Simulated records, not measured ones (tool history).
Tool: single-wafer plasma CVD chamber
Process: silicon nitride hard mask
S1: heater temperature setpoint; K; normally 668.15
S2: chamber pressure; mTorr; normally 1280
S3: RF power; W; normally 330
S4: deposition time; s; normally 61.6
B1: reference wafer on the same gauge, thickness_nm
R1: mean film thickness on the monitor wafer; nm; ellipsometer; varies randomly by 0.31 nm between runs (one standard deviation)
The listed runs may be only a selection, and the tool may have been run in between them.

{"run": 1, "hour": 0.0, "S1": 668.15, "S2": 1080, "S3": 330, "S4": 56.8, "B1": 64.688, "R1": 58.764}
{"run": 2, "hour": 13.1, "S1": 668.15, "S2": 1280, "S3": 330, "S4": 61.6, "B1": 64.724, "R1": 67.468}
{"run": 3, "hour": 29.4, "S1": 668.15, "S2": 1280, "S3": 330, "S4": 61.6, "B1": 64.608, "R1": 67.499}
{"run": 4, "hour": 43.6, "S1": 668.15, "S2": 1280, "S3": 330, "S4": 61.6, "B1": 64.652, "R1": 67.57}
{"run": 5, "hour": 55.3, "S1": 668.15, "S2": 1280, "S3": 330, "S4": 68.7, "B1": 64.683, "R1": 74.965}
{"run": 6, "hour": 70.6, "S1": 668.15, "S2": 1280, "S3": 330, "S4": 68.7, "B1": 64.718, "R1": 74.511}
{"run": 7, "hour": 82.6, "S1": 668.15, "S2": 1280, "S3": 330, "S4": 68.7, "B1": 64.707, "R1": 75.163}
{"run": 8, "hour": 93.5, "S1": 668.15, "S2": 1130, "S3": 330, "S4": 61.6, "B1": 64.74, "R1": 64.001}
{"run": 9, "hour": 100.7, "S1": 668.15, "S2": 1130, "S3": 330, "S4": 61.6, "B1": 64.647, "R1": 64.58}
{"run": 10, "hour": 113.3, "S1": 668.15, "S2": 1280, "S3": 330, "S4": 65.3, "B1": 64.741, "R1": 71.997}
{"run": 11, "hour": 127.3, "S1": 668.15, "S2": 1280, "S3": 330, "S4": 61.6, "B1": 64.688, "R1": 67.092}
{"run": 12, "hour": 140.4, "S1": 660.15, "S2": 1590, "S3": 355, "S4": 61.6, "B1": 64.7, "R1": 75.906}
{"run": 13, "hour": 150.5, "S1": 668.15, "S2": 1280, "S3": 330, "S4": 68.7, "B1": 64.679, "R1": 74.721}
{"run": 14, "hour": 167.4, "S1": 668.15, "S2": 1280, "S3": 330, "S4": 61.6, "B1": 64.656, "R1": 66.92}
{"run": 15, "hour": 187.7, "S1": 674.15, "S2": 1280, "S3": 330, "S4": 61.6, "B1": 64.735, "R1": 66.753}
{"run": 16, "hour": 188.0, "S1": 668.15, "S2": 1280, "S3": 330, "S4": 61.6, "B1": 64.708, "R1": 66.924}
{"run": 17, "hour": 196.2, "S1": 659.15, "S2": 1080, "S3": 275, "S4": 67, "B1": 64.7, "R1": 59.895}
{"run": 18, "hour": 204.6, "S1": 662.15, "S2": 1150, "S3": 375, "S4": 52.8, "B1": 64.725, "R1": 61.097}
{"run": 19, "hour": 216.2, "S1": 668.15, "S2": 1150, "S3": 295, "S4": 66.8, "B1": 64.675, "R1": 64.652}
{"run": 20, "hour": 228.5, "S1": 668.15, "S2": 1280, "S3": 330, "S4": 61.6, "B1": 64.72, "R1": 67.249}
{"run": 21, "hour": 244.4, "S1": 668.15, "S2": 1140, "S3": 295, "S4": 61.6, "B1": 64.741, "R1": 59.056}
{"run": 22, "hour": 255.4, "S1": 681.15, "S2": 1020, "S3": 330, "S4": 57.6, "B1": 64.644, "R1": 58.08}
{"run": 23, "hour": 263.3, "S1": 668.15, "S2": 1280, "S3": 330, "S4": 61.6, "B1": 64.7, "R1": 67.342}
{"run": 24, "hour": 274.8, "S1": 668.15, "S2": 960, "S3": 285, "S4": 52.6, "B1": 64.736, "R1": 46.377}
{"run": 25, "hour": 288.5, "S1": 662.15, "S2": 1280, "S3": 330, "S4": 56.5, "B1": 64.719, "R1": 61.994}
{"run": 26, "hour": 297.2, "S1": 668.15, "S2": 1060, "S3": 380, "S4": 61.6, "B1": 64.731, "R1": 70.279}
{"run": 27, "hour": 312.2, "S1": 682.15, "S2": 1280, "S3": 330, "S4": 61.6, "B1": 64.749, "R1": 66.109}
{"run": 28, "hour": 329.2, "S1": 668.15, "S2": 1280, "S3": 360, "S4": 61.6, "B1": 64.789, "R1": 71.641}

Taken out of this log: 5 entries between the listed runs. Where each belongs, and how the hidden state differs across it:
After run 5, before run 6: RF generator calibrated (hour 69.3)
  no difference in the tool's unlogged condition between these two runs
After run 8, before run 9: gauge calibrated (hour 95.7)
  no difference in the tool's unlogged condition between these two runs
After run 11, before run 12: thermocouple changed; heater temperature recalibrated (hour 139.9)
  no difference in the tool's unlogged condition between these two runs
After run 14, before run 15: showerhead replaced (hour 187.2)
  no difference in the tool's unlogged condition between these two runs
After run 19, before run 20: capacitance manometer re-zeroed and calibrated (hour 225.6)
  no difference in the tool's unlogged condition between these two runs
